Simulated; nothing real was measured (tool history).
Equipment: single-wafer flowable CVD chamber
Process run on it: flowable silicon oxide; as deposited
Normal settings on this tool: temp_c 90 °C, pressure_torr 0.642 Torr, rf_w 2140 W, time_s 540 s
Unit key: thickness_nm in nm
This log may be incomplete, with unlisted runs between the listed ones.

run,day,temp_c,pressure_torr,rf_w,time_s,wafers since the last listed run,hours since the last thermocouple change,hours since the last RF generator calibration,hours since the last manometer calibration,hours since the showerhead was replaced,hours since the gauge calibration,"read-back reference wafer on the same gauge, thickness_nm",thickness_nm
1,0,90,0.642,2140,540,0,1112.6,2423.7,1025.2,4538.2,84.7,271.895,311.723
2,0.338,90,0.767,2140,540,18,1120.7,2431.8,1033.3,4546.3,92.8,272.023,375.887
3,0.929,90,0.642,2140,540,32,1134.9,2446,1047.5,4560.5,107,271.832,311.725
4,1.325,90,0.642,2140,540,21,1144.4,2455.5,1057,4570,116.5,272.099,314.714
5,2.038,90,0.642,2140,540,38,1161.5,2472.6,1074.1,4587.1,133.6,272.063,312.105
6,2.333,96,0.642,2140,540,16,1168.6,2479.7,1081.2,4594.2,140.7,272.184,263.23
7,2.796,96,0.642,2140,540,25,1179.7,2490.8,1092.3,4605.3,151.8,272.062,262.071
# day 3.062: gauge calibrated
# day 3.329: capacitance manometer re-zeroed and calibrated
8,3.35,90,0.642,2010,540,11,1193,2504.1,0.5,4618.6,6.9,271.988,310.707
9,3.371,90,0.642,2140,540,1,1193.5,2504.6,1,4619.1,7.4,272.04,312.65
# day 4.271: RF generator calibrated
10,4.292,90,0.642,2140,540,31,1215.6,0.5,23.1,4641.2,29.5,272.079,314.511
11,4.562,80,0.488,2140,449,14,1222.1,7,29.6,4647.7,36,271.989,258.726
12,4.812,90,0.642,2140,540,13,1228.1,13,35.6,4653.7,42,272.15,313.658
# day 5.442: showerhead replaced
13,5.462,95,0.703,1920,619,17,1243.7,28.6,51.2,0.5,57.6,271.978,334.884
14,5.592,78,0.642,1920,540,7,1246.8,31.7,54.3,3.6,60.7,272.071,422.212
15,6.246,90,0.503,2140,511,35,1262.5,47.4,70,19.3,76.4,272.056,232.866
# day 6.854: thermocouple changed; heater temperature recalibrated
16,6.875,90,0.642,2140,510,16,0.5,62.5,85.1,34.4,91.5,271.856,294.884
17,7.346,90,0.642,2140,540,25,11.8,73.8,96.4,45.7,102.8,272.055,311.523

Predict the results of run 18:
18,8.025,90,0.642,2140,540,36,28.1,90.1,112.7,62,119.1,?,?

read-back reference wafer on the same gauge, thickness_nm: 271.917
thickness_nm: 313.48 nm
On a tool with no hidden condition, and with the same random variation, this run would have come out at thickness_nm 313.48 nm.

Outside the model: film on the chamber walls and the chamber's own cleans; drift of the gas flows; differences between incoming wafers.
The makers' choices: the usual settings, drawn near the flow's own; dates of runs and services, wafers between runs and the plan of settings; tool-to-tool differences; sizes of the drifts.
